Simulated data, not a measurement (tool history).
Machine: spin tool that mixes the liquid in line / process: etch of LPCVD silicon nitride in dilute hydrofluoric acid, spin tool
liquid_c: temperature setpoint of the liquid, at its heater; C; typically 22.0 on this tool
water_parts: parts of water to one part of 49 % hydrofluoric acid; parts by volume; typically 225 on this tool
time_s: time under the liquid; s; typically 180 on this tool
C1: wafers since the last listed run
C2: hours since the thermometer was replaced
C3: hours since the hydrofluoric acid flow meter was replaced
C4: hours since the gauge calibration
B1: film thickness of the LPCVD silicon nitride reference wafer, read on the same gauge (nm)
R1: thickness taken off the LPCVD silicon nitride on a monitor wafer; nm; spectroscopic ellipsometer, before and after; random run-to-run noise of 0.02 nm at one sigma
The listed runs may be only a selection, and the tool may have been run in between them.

Run 1, hour 0.0: usual settings; C1 0; C2 1632.3; C3 1138.4; C4 936.6; B1 150.015. Result: R1 0.409 nm.
Run 2, hour 52.5: usual settings; C1 309; C2 1684.8; C3 1190.9; C4 989.1; B1 150.011. Result: R1 0.351 nm.
Run 3, hour 100.0: usual settings but liquid_c 23.5 C, time_s 125 s; C1 279; C2 1732.3; C3 1238.4; C4 1036.6; B1 150.008. Result: R1 0.292 nm.
Run 4, hour 165.0: usual settings but liquid_c 23.5 C, time_s 125 s; C1 382; C2 1797.3; C3 1303.4; C4 1101.6; B1 149.985. Result: R1 0.272 nm.
Run 5, hour 227.5: usual settings; C1 368; C2 1859.8; C3 1365.9; C4 1164.1; B1 150.015. Result: R1 0.372 nm.
Run 6, hour 290.7: usual settings; C1 372; C2 1923.0; C3 1429.1; C4 1227.3; B1 150.004. Result: R1 0.379 nm.
Run 7, hour 351.6: usual settings but time_s 210 s; C1 358; C2 1983.9; C3 1490.0; C4 1288.2; B1 150.026. Result: R1 0.449 nm.
Run 8, hour 406.7: usual settings but time_s 210 s; C1 324; C2 2039.0; C3 1545.1; C4 1343.3; B1 149.981. Result: R1 0.445 nm.
Run 9, hour 435.0: usual settings but time_s 105 s; C1 166; C2 2067.3; C3 1573.4; C4 1371.6; B1 149.985. Result: R1 0.227 nm.
Run 10, hour 501.1: usual settings but time_s 105 s; C1 389; C2 2133.4; C3 1639.5; C4 1437.7; B1 149.993. Result: R1 0.203 nm.
Run 11, hour 526.3: usual settings but time_s 105 s; C1 148; C2 2158.6; C3 1664.7; C4 1462.9; B1 150.034. Result: R1 0.223 nm.
Run 12, hour 593.8: usual settings but water_parts 145 parts by volume; C1 397; C2 2226.1; C3 1732.2; C4 1530.4; B1 149.948. Result: R1 0.533 nm.
At hour 625.5: gauge calibrated.
Run 13, hour 661.8: usual settings but liquid_c 26.5 C; C1 400; C2 2294.1; C3 1800.2; C4 36.3; B1 149.998. Result: R1 0.508 nm.
Run 14, hour 728.6: usual settings but liquid_c 24.5 C, water_parts 300 parts by volume, time_s 280 s; C1 393; C2 2360.9; C3 1867.0; C4 103.1; B1 149.973. Result: R1 0.494 nm.
Run 15, hour 761.5: usual settings but liquid_c 25.0 C, water_parts 120 parts by volume, time_s 250 s; C1 193; C2 2393.8; C3 1899.9; C4 136.0; B1 149.987. Result: R1 1.120 nm.
Run 16, hour 786.7: usual settings; C1 148; C2 2419.0; C3 1925.1; C4 161.2; B1 149.965. Result: R1 0.383 nm.
Run 17, hour 855.5: usual settings but liquid_c 23.5 C, water_parts 310 parts by volume, time_s 80 s; C1 405; C2 2487.8; C3 1993.9; C4 230.0; B1 149.992. Result: R1 0.136 nm.
At hour 887.1: thermometer replaced.
Run 18, hour 920.5: usual settings but water_parts 190 parts by volume; C1 376; C2 33.4; C3 2058.9; C4 295.0; B1 149.983. Result: R1 0.466 nm.
At hour 927.9: hydrofluoric acid flow meter replaced.
Run 19, hour 949.5: usual settings but time_s 135 s; C1 164; C2 62.4; C3 21.6; C4 324.0; B1 150.013. Result: R1 0.275 nm.
Run 20, hour 1017.5: usual settings but water_parts 140 parts by volume, time_s 270 s; C1 400; C2 130.4; C3 89.6; C4 392.0; B1 150.018. Result: R1 0.932 nm.
Run 21, hour 1048.3: usual settings but liquid_c 23.5 C, water_parts 290 parts by volume, time_s 270 s; C1 181; C2 161.2; C3 120.4; C4 422.8; B1 149.997. Result: R1 0.479 nm.
Run 22, hour 1203.6: usual settings but liquid_c 18.5 C, water_parts 185 parts by volume, time_s 280 s; C1 914; C2 316.5; C3 275.7; C4 578.1; B1 149.996. Result: R1 0.564 nm.
Run 23, hour 1288.6: usual settings; C1 500; C2 401.5; C3 360.7; C4 663.1; B1 149.977. Result: R1 0.390 nm.
Run 24, hour 1351.2: usual settings but water_parts 295 parts by volume; C1 368; C2 464.1; C3 423.3; C4 725.7; B1 149.987. Result: R1 0.265 nm.
Run 25, hour 1417.1: usual settings; C1 388; C2 530.0; C3 489.2; C4 791.6; B1 150.003. Result: R1 0.362 nm.
Run 26, hour 1486.7: usual settings but liquid_c 20.0 C, water_parts 330 parts by volume, time_s 120 s; C1 409; C2 599.6; C3 558.8; C4 861.2; B1 150.012. Result: R1 0.148 nm.
Run 27, hour 1539.2: usual settings but liquid_c 24.0 C, water_parts 160 parts by volume, time_s 245 s; C1 309; C2 652.1; C3 611.3; C4 913.7; B1 149.991. Result: R1 0.757 nm.
Run 28, hour 1597.5: usual settings but liquid_c 26.0 C; C1 343; C2 710.4; C3 669.6; C4 972.0; B1 149.999. Result: R1 0.497 nm.
Run 29, hour 1636.6: usual settings but liquid_c 19.0 C, water_parts 185 parts by volume, time_s 85 s; C1 230; C2 749.5; C3 708.7; C4 1011.1; B1 149.963. Result: R1 0.176 nm.
Run 30, hour 1684.2: usual settings but liquid_c 26.0 C; C1 280; C2 797.1; C3 756.3; C4 1058.7; B1 150.025. Result: R1 0.494 nm.
Run 31, hour 1731.1: usual settings but liquid_c 18.0 C, water_parts 120 parts by volume, time_s 270 s; C1 276; C2 844.0; C3 803.2; C4 1105.6; B1 149.988. Result: R1 0.770 nm.
Run 32, hour 1787.1: usual settings but liquid_c 18.0 C, time_s 105 s; C1 329; C2 900.0; C3 859.2; C4 1161.6; B1 150.037. Result: R1 0.155 nm.

Entry by entry between the runs, the difference in hidden state between the last listed run before and the first listed run after:
After run 12, before run 13: gauge calibrated (hour 625.5)
  both runs share identical hidden conditions
After run 17, before run 18: thermometer replaced (hour 887.1)
  both runs share identical hidden conditions
After run 18, before run 19: hydrofluoric acid flow meter replaced (hour 927.9)
  both runs share identical hidden conditions

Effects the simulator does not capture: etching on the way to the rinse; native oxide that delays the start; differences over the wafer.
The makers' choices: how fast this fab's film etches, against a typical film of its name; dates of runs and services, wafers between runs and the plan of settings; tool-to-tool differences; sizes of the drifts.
